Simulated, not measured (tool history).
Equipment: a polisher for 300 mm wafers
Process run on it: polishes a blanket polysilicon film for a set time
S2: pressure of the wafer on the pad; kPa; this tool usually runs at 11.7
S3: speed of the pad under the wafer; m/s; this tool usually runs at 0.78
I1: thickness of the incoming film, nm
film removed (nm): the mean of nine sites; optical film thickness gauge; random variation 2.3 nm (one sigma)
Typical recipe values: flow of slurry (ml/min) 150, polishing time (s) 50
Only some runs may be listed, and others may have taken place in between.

run 1 hour=0.0 | flow_of_slurry_(ml/min)=150 S2=11.7 S3=0.78 polishing_time_(s)=50 | I1=1513.9 | film_removed_(nm)=195.9
run 2 hour=9.0 | flow_of_slurry_(ml/min)=150 S2=10.3 S3=0.78 polishing_time_(s)=40 | I1=1540.2 | film_removed_(nm)=138.4
run 3 hour=25.9 | flow_of_slurry_(ml/min)=150 S2=10.3 S3=0.78 polishing_time_(s)=40 | I1=1562.9 | film_removed_(nm)=135.5
run 4 hour=36.9 | flow_of_slurry_(ml/min)=150 S2=10.3 S3=0.78 polishing_time_(s)=40 | I1=1510.3 | film_removed_(nm)=136.5
run 5 hour=46.3 | flow_of_slurry_(ml/min)=150 S2=11.7 S3=0.64 polishing_time_(s)=56 | I1=1514.8 | film_removed_(nm)=180.1
-- hour=56.8 worn pad replaced by a new one
run 6 hour=57.3 | flow_of_slurry_(ml/min)=150 S2=11.7 S3=0.64 polishing_time_(s)=56 | I1=1524.6 | film_removed_(nm)=179.8
run 7 hour=70.5 | flow_of_slurry_(ml/min)=150 S2=11.7 S3=0.78 polishing_time_(s)=50 | I1=1549.3 | film_removed_(nm)=190.2
run 8 hour=83.8 | flow_of_slurry_(ml/min)=150 S2=11.7 S3=0.78 polishing_time_(s)=50 | I1=1536.2 | film_removed_(nm)=184.1
run 9 hour=91.7 | flow_of_slurry_(ml/min)=150 S2=11.7 S3=0.78 polishing_time_(s)=50 | I1=1533.8 | film_removed_(nm)=185.6
run 10 hour=103.1 | flow_of_slurry_(ml/min)=150 S2=11.7 S3=0.78 polishing_time_(s)=40 | I1=1538.9 | film_removed_(nm)=146.8
-- hour=106.9 slurry nozzle cleaned
run 11 hour=118.1 | flow_of_slurry_(ml/min)=150 S2=11.7 S3=0.78 polishing_time_(s)=50 | I1=1551.5 | film_removed_(nm)=182.0
-- hour=122.5 head pressure recalibrated
-- hour=131.2 worn pad replaced by a new one
run 12 hour=131.5 | flow_of_slurry_(ml/min)=150 S2=11.7 S3=0.78 polishing_time_(s)=50 | I1=1534.2 | film_removed_(nm)=166.8
run 13 hour=141.3 | flow_of_slurry_(ml/min)=150 S2=11.7 S3=0.78 polishing_time_(s)=50 | I1=1568.0 | film_removed_(nm)=172.4
run 14 hour=156.6 | flow_of_slurry_(ml/min)=150 S2=11.7 S3=0.78 polishing_time_(s)=50 | I1=1555.7 | film_removed_(nm)=167.8
run 15 hour=172.3 | flow_of_slurry_(ml/min)=110 S2=15.2 S3=0.92 polishing_time_(s)=68 | I1=1549.2 | film_removed_(nm)=321.7
-- hour=174.3 head pressure recalibrated, repeated, since the last time left the tool worse
run 16 hour=189.9 | flow_of_slurry_(ml/min)=150 S2=11.7 S3=0.78 polishing_time_(s)=50 | I1=1556.3 | film_removed_(nm)=196.5
run 17 hour=197.4 | flow_of_slurry_(ml/min)=150 S2=11.7 S3=0.78 polishing_time_(s)=50 | I1=1537.2 | film_removed_(nm)=201.4
-- hour=204.5 worn pad replaced by a new one
run 18 hour=212.8 | flow_of_slurry_(ml/min)=150 S2=11.7 S3=0.78 polishing_time_(s)=50 | I1=1565.1 | film_removed_(nm)=198.6
run 19 hour=219.3 | flow_of_slurry_(ml/min)=100 S2=15.2 S3=0.78 polishing_time_(s)=50 | I1=1560.8 | film_removed_(nm)=237.9

Run 20 is up next; what results do you expect?
run 20 hour=230.5 | flow_of_slurry_(ml/min)=180 S2=13.1 S3=0.52 polishing_time_(s)=66 | I1=1511.2 | film_removed_(nm)=?

{"run 20": {"film removed (nm)": 223.4}}
Minus the tool's unlogged condition, the same run would have read film removed (nm) 222.5.

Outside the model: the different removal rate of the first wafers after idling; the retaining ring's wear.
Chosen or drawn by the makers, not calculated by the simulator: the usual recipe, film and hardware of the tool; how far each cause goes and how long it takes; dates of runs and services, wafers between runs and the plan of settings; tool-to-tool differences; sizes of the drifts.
